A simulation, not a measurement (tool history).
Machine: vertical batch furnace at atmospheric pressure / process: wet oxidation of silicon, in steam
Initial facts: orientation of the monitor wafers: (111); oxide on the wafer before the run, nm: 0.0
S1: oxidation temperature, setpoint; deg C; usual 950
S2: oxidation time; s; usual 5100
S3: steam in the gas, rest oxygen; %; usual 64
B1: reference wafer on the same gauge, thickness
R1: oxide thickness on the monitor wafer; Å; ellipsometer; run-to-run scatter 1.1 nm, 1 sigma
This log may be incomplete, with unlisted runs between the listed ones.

Run 1, hour 0: usual settings but S1 945 deg C; B1 338.93. Result: R1 3120.9 Å.
Run 2, hour 26: usual settings; B1 339.11. Result: R1 3233.5 Å.
Run 3, hour 89.7: usual settings; B1 338.96. Result: R1 3231.7 Å.
Run 4, hour 126.1: usual settings; B1 339.14. Result: R1 3212.8 Å.
Run 5, hour 183: usual settings; B1 339.07. Result: R1 3198.2 Å.
Run 6, hour 208.8: usual settings; B1 339.21. Result: R1 3193 Å.
Run 7, hour 294: usual settings; B1 338.35. Result: R1 3174.9 Å.
Run 8, hour 326.6: usual settings; B1 338.73. Result: R1 3185.2 Å.
Run 9, hour 360.6: usual settings; B1 338.87. Result: R1 3144.8 Å.
Run 10, hour 414.4: usual settings; B1 338.78. Result: R1 3171.2 Å.
Run 11, hour 442.9: usual settings but S3 68 %; B1 338.96. Result: R1 3287.5 Å.
At hour 495.7: steam generator serviced.
Run 12, hour 514.6: usual settings; B1 339.12. Result: R1 3385 Å.
Run 13, hour 541: usual settings but S3 68 %; B1 339.19. Result: R1 3542.8 Å.
Run 14, hour 591.1: usual settings but S2 3570 s; B1 338.89. Result: R1 2618.7 Å.
At hour 607.6: gauge calibrated.
Run 15, hour 656.1: usual settings; B1 338.96. Result: R1 3395.1 Å.
At hour 696.2: thermocouples replaced and temperature profile calibrated.
Run 16, hour 696.7: usual settings; B1 338.69. Result: R1 3397.6 Å.
Run 17, hour 735.9: usual settings but S1 938 deg C; B1 339.42. Result: R1 3087.2 Å.
Run 18, hour 777.1: usual settings; B1 339.18. Result: R1 3394 Å.
Run 19, hour 846.1: usual settings but S1 963 deg C, S2 6120 s, S3 61 %; B1 338.54. Result: R1 4093 Å.
Run 20, hour 909.2: usual settings but S2 6570 s; B1 339.3. Result: R1 4033.9 Å.
Run 21, hour 936.8: usual settings but S2 6000 s; B1 338.91. Result: R1 3767.1 Å.
Run 22, hour 985.4: usual settings but S1 938 deg C, S2 2730 s; B1 339.31. Result: R1 1914.1 Å.
Run 23, hour 1047.2: usual settings but S1 935 deg C, S2 4050 s, S3 75 %; B1 339.24. Result: R1 2848.7 Å.

Here are 5 independent what-if runs from the current tool condition. What would each one return?
Run A, hour 1051.7: usual settings; B1 ?. Result: R1 ?.
Run B, hour 1051.7: usual settings but S1 972 deg C, S2 6540 s, S3 56 %; B1 ?. Result: R1 ?.
Run C, hour 1051.7: usual settings but S1 972 deg C, S2 6300 s, S3 69 %; B1 ?. Result: R1 ?.
Run D, hour 1051.7: usual settings but S2 2610 s, S3 56 %; B1 ?. Result: R1 ?.
Run E, hour 1051.7: usual settings but S1 968 deg C; B1 ?. Result: R1 ?.

run     B1      R1
  A  338.8  3383.5
  B  338.8    4283
  C  338.8  4785.4
  D  338.8  1869.8
  E  338.8  3863.4
Stripped of hidden state, with their random variation kept, the same runs would have yielded:
run      R1
  A  3409.6
  B  4313.8
  C  4819.2
  D  1885.8
  E  3891.9
